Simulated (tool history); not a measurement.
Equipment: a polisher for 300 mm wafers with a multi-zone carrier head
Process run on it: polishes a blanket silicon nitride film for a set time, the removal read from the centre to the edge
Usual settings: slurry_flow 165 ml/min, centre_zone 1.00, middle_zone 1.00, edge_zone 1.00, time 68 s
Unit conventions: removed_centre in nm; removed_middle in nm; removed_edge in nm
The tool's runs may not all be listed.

run   hour  slurry_flow  centre_zone  middle_zone  edge_zone  time  incoming thickness of the incoming film, nm  removed_centre  removed_middle  removed_edge
  1    0.0          165         1.00         1.00       1.00    68                                        857.7           124.5           137.8         141.5
  2   14.0          165         1.08         1.00       1.00    68                                        859.7           138.6           139.0         140.4
  3   46.6          165         1.08         1.00       1.00    68                                        848.6           135.2           137.6         140.5
      62.5  -- worn pad replaced by a new one
  4   68.1          165         1.00         1.00       0.97    68                                        843.4           127.7           139.5         138.8
      81.7  -- edge zone pressure recalibrated
  5   95.0          165         1.00         1.00       0.97    68                                        855.3           123.8           139.6         139.5
  6  108.0          165         1.00         1.00       1.00    68                                        835.7           126.5           138.9         142.5
  7  142.6          165         1.00         1.00       1.00    68                                        849.6           124.5           137.6         140.3
     174.0  -- slurry nozzle cleaned
  8  178.0          165         1.00         1.00       1.00    68                                        848.8           127.2           137.4         139.9
     187.0  -- worn pad replaced by a new one
  9  191.0          165         1.00         1.00       1.00    68                                        845.1           119.9           138.6         141.9
     194.1  -- centre zone pressure recalibrated
     219.0  -- carrier head's membrane replaced by a new one
 10  219.5          165         1.00         1.00       1.00    68                                        859.5           137.2           138.6         140.7
 11  229.3          165         1.00         1.00       1.00    68                                        852.3           135.8           140.6         142.2
 12  254.6          165         1.00         1.08       1.00    68                                        855.6           138.2           147.8         141.1
 13  280.4          165         1.00         1.00       1.00    76                                        837.9           148.6           155.8         155.0
     305.2  -- worn pad replaced by a new one
 14  312.8          165         1.00         1.00       1.00    68                                        836.9           132.6           138.5         143.1
 15  343.1          165         1.00         1.00       1.00    68                                        839.9           138.0           139.0         140.2
 16  371.0          215         1.00         1.11       1.00    68                                        852.3           141.8           159.6         141.5
 17  386.5          135         1.00         0.91       1.00    90                                        853.6           173.8           163.9         177.9
 18  415.3          165         1.00         1.00       1.00    68                                        843.1           131.8           137.8         140.2
     419.3  -- slurry nozzle cleaned
 19  449.5          165         0.94         0.93       1.00    58                                        834.2           106.0           111.5         120.3
     454.8  -- worn pad replaced by a new one
 20  471.4          165         1.09         1.06       1.00    51                                        845.8           111.3           108.1         106.4
 21  496.9          110         1.00         1.00       1.06    68                                        851.4           124.0           124.9         133.9
 22  523.8          140         1.00         1.00       0.97    68                                        847.6           125.8           134.1         132.8

Here are 4 independent what-if runs from the current tool condition. What would each one return?
  A  524.2          165         1.00         1.00       1.00    68                                        845.9               ?               ?             ?
  B  524.2          205         1.00         1.00       1.11    68                                        845.9               ?               ?             ?
  C  524.2          195         1.07         1.00       1.08    86                                        845.9               ?               ?             ?
  D  524.2          220         1.00         1.00       1.00    68                                        845.9               ?               ?             ?

run  removed_centre  removed_middle  removed_edge
  A           135.1           138.2         142.6
  B           140.8           143.3         154.2
  C           189.1           179.8         191.3
  D           142.4           144.8         147.6
Had the tool no hidden state, the same runs would have come out as:
run  removed_centre  removed_middle  removed_edge
  A           142.2           138.2         142.6
  B           148.2           143.3         154.2
  C           198.9           179.8         191.3
  D           149.8           144.8         147.6
